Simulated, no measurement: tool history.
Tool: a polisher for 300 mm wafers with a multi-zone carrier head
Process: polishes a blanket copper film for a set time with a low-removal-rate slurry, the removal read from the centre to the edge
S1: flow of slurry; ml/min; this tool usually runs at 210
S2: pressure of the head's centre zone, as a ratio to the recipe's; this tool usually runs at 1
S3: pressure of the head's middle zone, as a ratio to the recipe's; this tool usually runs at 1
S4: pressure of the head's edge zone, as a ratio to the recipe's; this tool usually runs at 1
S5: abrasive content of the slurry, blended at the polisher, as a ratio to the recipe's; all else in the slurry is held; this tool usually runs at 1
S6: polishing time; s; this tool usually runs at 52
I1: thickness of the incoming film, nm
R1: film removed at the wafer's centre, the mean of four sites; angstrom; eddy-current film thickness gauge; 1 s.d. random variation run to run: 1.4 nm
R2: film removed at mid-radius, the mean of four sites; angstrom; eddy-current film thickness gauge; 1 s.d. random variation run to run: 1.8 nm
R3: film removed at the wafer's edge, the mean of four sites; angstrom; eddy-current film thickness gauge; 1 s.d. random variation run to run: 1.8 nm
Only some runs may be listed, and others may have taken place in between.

| run | hour | S1 | S2 | S3 | S4 | S5 | S6 | I1 | R1 | R2 | R3 |
|---|---|---|---|---|---|---|---|---|---|---|---|
| 1 | 0 | 210 | 1 | 1 | 1 | 1 | 52 | 1125.3 | 1613 | 1700 | 1597 |
| 2 | 27.1 | 210 | 1 | 1 | 1 | 1 | 63 | 1125.9 | 1969 | 2003 | 1953 |
| 3 | 51.1 | 210 | 1 | 1 | 1 | 1 | 63 | 1143.3 | 1941 | 2024 | 1950 |
|  | 66.1 | slurry nozzle cleaned |
| 4 | 73.2 | 210 | 1 | 1 | 1 | 1 | 63 | 1123 | 1958 | 2028 | 1954 |
| 5 | 85.3 | 210 | 1 | 1 | 1.09 | 1 | 52 | 1148.6 | 1608 | 1662 | 1632 |
|  | 118.2 | edge zone pressure recalibrated |
| 6 | 118.7 | 210 | 1 | 1 | 1 | 1 | 52 | 1157.5 | 1612 | 1670 | 1612 |
|  | 127.1 | worn pad replaced by a new one |
| 7 | 129.7 | 210 | 1 | 1 | 1 | 1 | 52 | 1138.2 | 1609 | 1675 | 1605 |
| 8 | 162.7 | 210 | 1.11 | 1 | 0.9 | 1.25 | 52 | 1136 | 1866 | 1739 | 1604 |
| 9 | 184.1 | 210 | 1 | 1 | 1 | 1 | 52 | 1162.3 | 1606 | 1646 | 1562 |
| 10 | 206.8 | 185 | 1 | 1 | 1 | 1 | 57 | 1144.3 | 1729 | 1801 | 1744 |
| 11 | 226.2 | 210 | 1 | 1 | 1 | 1.15 | 68 | 1138.3 | 2155 | 2217 | 2163 |
|  | 233.6 | carrier head's membrane replaced by a new one |
| 12 | 240.1 | 145 | 1 | 1 | 1 | 1 | 52 | 1155.5 | 1474 | 1559 | 1505 |
| 13 | 260.1 | 210 | 1 | 1 | 1 | 1 | 52 | 1131.6 | 1612 | 1686 | 1600 |
| 14 | 292.8 | 145 | 1 | 1.09 | 1 | 1 | 62 | 1132.7 | 1766 | 1985 | 1809 |
|  | 301.3 | centre zone pressure recalibrated |
|  | 347.1 | worn pad replaced by a new one |
|  | 350 | slurry nozzle cleaned |
| 15 | 351.9 | 270 | 0.91 | 1 | 1 | 1 | 52 | 1126.8 | 1503 | 1705 | 1633 |
| 16 | 372.5 | 210 | 1 | 1.07 | 1 | 0.9 | 58 | 1148.4 | 1749 | 1902 | 1756 |
| 17 | 387.6 | 210 | 1 | 0.94 | 0.89 | 1 | 52 | 1128.9 | 1602 | 1596 | 1506 |
| 18 | 413.8 | 210 | 1 | 1 | 0.92 | 1 | 52 | 1128 | 1607 | 1656 | 1562 |
| 19 | 439.4 | 185 | 1 | 1 | 1 | 1 | 57 | 1137.2 | 1729 | 1740 | 1749 |
| 20 | 467.8 | 175 | 0.95 | 1 | 1 | 1 | 52 | 1149 | 1482 | 1577 | 1574 |

Run-by-run hidden state of the tool:
removal rate lost through wear of the pad, %: 0, the same for each run
slurry flow missing at the pad, %: 0, the same for each run
deviation of the centre zone's pressure from its setpoint, %: 0, the same for each run
deviation of the edge zone's pressure from its setpoint, %: 0, the same for each run
